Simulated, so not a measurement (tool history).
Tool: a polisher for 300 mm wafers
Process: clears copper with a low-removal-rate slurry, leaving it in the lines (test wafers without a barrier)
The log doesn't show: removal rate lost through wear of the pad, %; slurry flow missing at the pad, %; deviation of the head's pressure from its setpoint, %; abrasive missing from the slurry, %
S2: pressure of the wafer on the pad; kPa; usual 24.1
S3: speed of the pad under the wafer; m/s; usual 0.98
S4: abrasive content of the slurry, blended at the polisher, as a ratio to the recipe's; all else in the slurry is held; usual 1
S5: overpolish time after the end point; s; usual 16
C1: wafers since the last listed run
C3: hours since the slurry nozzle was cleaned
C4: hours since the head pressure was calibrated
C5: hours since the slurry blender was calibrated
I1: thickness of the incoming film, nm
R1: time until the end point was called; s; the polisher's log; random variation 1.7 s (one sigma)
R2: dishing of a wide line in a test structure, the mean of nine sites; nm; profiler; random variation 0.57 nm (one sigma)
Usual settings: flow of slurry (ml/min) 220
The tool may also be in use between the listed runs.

Run 1, day 0: usual settings but S2 29.6 kPa; C1 0; wafers polished on this pad 373; C3 123.8; C4 628.2; C5 338.4; I1 316.1. Result: R1 87.7 s, R2 36.3 nm.
At day 3.246: slurry blender recalibrated.
Run 2, day 4.212: usual settings but S2 29.6 kPa; C1 631; wafers polished on this pad 1004; C3 224.9; C4 729.3; C5 23.2; I1 316.5. Result: R1 88.5 s, R2 35.9 nm.
Run 3, day 4.829: usual settings; C1 94; wafers polished on this pad 1099; C3 239.7; C4 744.1; C5 38; I1 311.5. Result: R1 108.3 s, R2 29.3 nm.
At day 5.538: slurry nozzle cleaned.
Run 4, day 5.988: usual settings; C1 170; wafers polished on this pad 1269; C3 10.8; C4 771.9; C5 65.8; I1 315.1. Result: R1 112.4 s, R2 29.7 nm.
At day 6.3: worn pad replaced by a new one.
Run 5, day 6.838: usual settings; C1 104; wafers polished on this pad 82; C3 31.2; C4 792.3; C5 86.2; I1 318.6. Result: R1 109 s, R2 30.4 nm.
Run 6, day 8.296: usual settings but flow of slurry (ml/min) 235; C1 222; wafers polished on this pad 305; C3 66.2; C4 827.3; C5 121.2; I1 310.9. Result: R1 107.8 s, R2 29.3 nm.
At day 8.85: head pressure recalibrated.
Run 7, day 9.262: usual settings; C1 135; wafers polished on this pad 440; C3 89.4; C4 9.9; C5 144.4; I1 310.4. Result: R1 98.5 s, R2 31.6 nm.
Run 8, day 10.192: usual settings; C1 142; wafers polished on this pad 582; C3 111.7; C4 32.2; C5 166.7; I1 317.4. Result: R1 103 s, R2 31.7 nm.
Run 9, day 11.375: usual settings; C1 180; wafers polished on this pad 763; C3 140.1; C4 60.6; C5 195.1; I1 315.7. Result: R1 105.9 s, R2 32.3 nm.
Run 10, day 12.367: usual settings but S2 17.9 kPa; C1 151; wafers polished on this pad 915; C3 163.9; C4 84.4; C5 218.9; I1 317.6. Result: R1 135.8 s, R2 23.7 nm.
Run 11, day 13.171: usual settings; C1 122; wafers polished on this pad 1038; C3 183.2; C4 103.7; C5 238.2; I1 310.5. Result: R1 101.1 s, R2 32.2 nm.
At day 13.596: slurry nozzle cleaned.
Run 12, day 13.712: usual settings but S2 28.3 kPa; C1 76; wafers polished on this pad 1114; C3 2.8; C4 116.7; C5 251.2; I1 318.9. Result: R1 90 s, R2 36.4 nm.
At day 14.554: worn pad replaced by a new one.
Run 13, day 14.967: usual settings but S2 16.5 kPa, S4 1.1; C1 166; wafers polished on this pad 63; C3 32.9; C4 146.8; C5 281.3; I1 314. Result: R1 150.3 s, R2 22.3 nm.
Run 14, day 16.412: usual settings but flow of slurry (ml/min) 270, S2 18.6 kPa, S4 0.7; C1 221; wafers polished on this pad 284; C3 67.6; C4 181.5; C5 316; I1 312.9. Result: R1 140 s, R2 22.6 nm.
Run 15, day 17.746: usual settings but flow of slurry (ml/min) 255; C1 203; wafers polished on this pad 487; C3 99.6; C4 213.5; C5 348; I1 314.1. Result: R1 103.5 s, R2 32.5 nm.
At day 18.279: slurry blender recalibrated.
Run 16, day 19.129: usual settings; C1 198; wafers polished on this pad 686; C3 132.8; C4 246.7; C5 20.4; I1 316.5. Result: R1 107.8 s, R2 29.5 nm.
Run 17, day 20.246: usual settings but S2 28.3 kPa, S5 25 s; C1 170; wafers polished on this pad 857; C3 159.6; C4 273.5; C5 47.2; I1 314.7. Result: R1 91.6 s, R2 52.3 nm.
Run 18, day 21.196: usual settings but flow of slurry (ml/min) 250, S2 16.5 kPa, S4 1.25, S5 12 s; C1 145; wafers polished on this pad 1002; C3 182.4; C4 296.3; C5 70; I1 319.8. Result: R1 145.7 s, R2 17 nm.
Run 19, day 22.367: usual settings; C1 179; wafers polished on this pad 1181; C3 210.5; C4 324.4; C5 98.1; I1 317.8. Result: R1 105.8 s, R2 30.5 nm.

Forecast run 20:
At day 23.079: worn pad replaced by a new one.
Run 20, day 23.425: usual settings; C1 136; wafers polished on this pad 52; C3 235.9; C4 349.8; C5 123.5; I1 313.3. Result: R1 ?, R2 ?.

{"run 20": {"R1": 110.2, "R2": 30}}
Without the tool's hidden state the same run would have given R1 103.7 s, R2 31.8 nm.
